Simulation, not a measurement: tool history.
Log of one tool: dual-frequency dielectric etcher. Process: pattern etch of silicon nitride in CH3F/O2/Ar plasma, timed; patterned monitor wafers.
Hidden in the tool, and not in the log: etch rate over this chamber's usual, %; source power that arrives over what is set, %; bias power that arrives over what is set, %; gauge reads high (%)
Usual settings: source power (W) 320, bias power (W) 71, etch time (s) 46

run	hour	source power (W)	bias power (W)	etch time (s)	wafers since the last listed run	hours since the last wet clean	hours since the last source power generator calibration	hours since the last bias power generator calibration	hours since the last upper electrode change	hours since the gauge calibration	read-back reference wafer on the same gauge, depth_nm	mean etch depth across the wafer (angstrom)
1	0	320	71	46	0	220.7	3932.3	3303.3	3026.8	213.4	27.7	302.7
# hour 162.6: wet clean of the chamber
2	163.1	320	71	46	2868	0.5	4095.4	3466.4	3189.9	376.5	27.7	298.6
3	242.3	320	71	46	1633	79.7	4174.6	3545.6	3269.1	455.7	27.7	300.1
4	340.4	290	71	46	2023	177.8	4272.7	3643.7	3367.2	553.8	27.71	294.1
5	396	290	71	46	1146	233.4	4328.3	3699.3	3422.8	609.4	27.7	292.9
6	469.5	290	71	46	1515	306.9	4401.8	3772.8	3496.3	682.9	27.7	294.8
# hour 540.5: wet clean of the chamber
7	541	320	71	46	979	0.5	4473.3	3844.3	3567.8	754.4	27.7	299.5
# hour 556.7: source power generator calibrated
8	568.1	320	71	46	476	27.6	11.4	3871.4	3594.9	781.5	27.7	299.6
# hour 627.2: bias power generator calibrated
9	665.7	320	77	46	1930	125.2	109	38.5	3692.5	879.1	27.69	306
# hour 744.2: upper electrode replaced
10	744.7	320	71	46	1134	204.2	188	117.5	0.5	958.1	27.7	302.1
11	789.8	280	57	54	930	249.3	233.1	162.6	45.6	1003.2	27.71	323.7
# hour 858.4: wet clean of the chamber
12	872.7	370	63	52	1214	14.3	316	245.5	128.5	1086.1	27.71	341.6
# hour 884.3: gauge calibrated
13	977.9	320	71	46	2169	119.5	421.2	350.7	233.7	93.6	27.7	299.5
14	1060.8	360	58	46	1709	202.4	504.1	433.6	316.6	176.5	27.7	295.5
15	1128.9	380	85	59	1404	270.5	572.2	501.7	384.7	244.6	27.71	424.5
16	1198.5	320	57	42.5	1435	340.1	641.8	571.3	454.3	314.2	27.7	263.8

What the log doesn't show, run by run:
source power that arrives over what is set, %: 0 in every run
bias power that arrives over what is set, %: 0 in every run
gauge reads high (%): 0 in every run
H1: etch rate over this chamber's usual, %
run	H1
1	0.771
2	-0.0216
3	0.209
4	0.495
5	0.657
6	0.871
7	0.0172
8	0.0962
9	0.38
10	0.61
11	0.742
12	-0.0776
13	0.229
14	0.47
15	0.668
16	0.871

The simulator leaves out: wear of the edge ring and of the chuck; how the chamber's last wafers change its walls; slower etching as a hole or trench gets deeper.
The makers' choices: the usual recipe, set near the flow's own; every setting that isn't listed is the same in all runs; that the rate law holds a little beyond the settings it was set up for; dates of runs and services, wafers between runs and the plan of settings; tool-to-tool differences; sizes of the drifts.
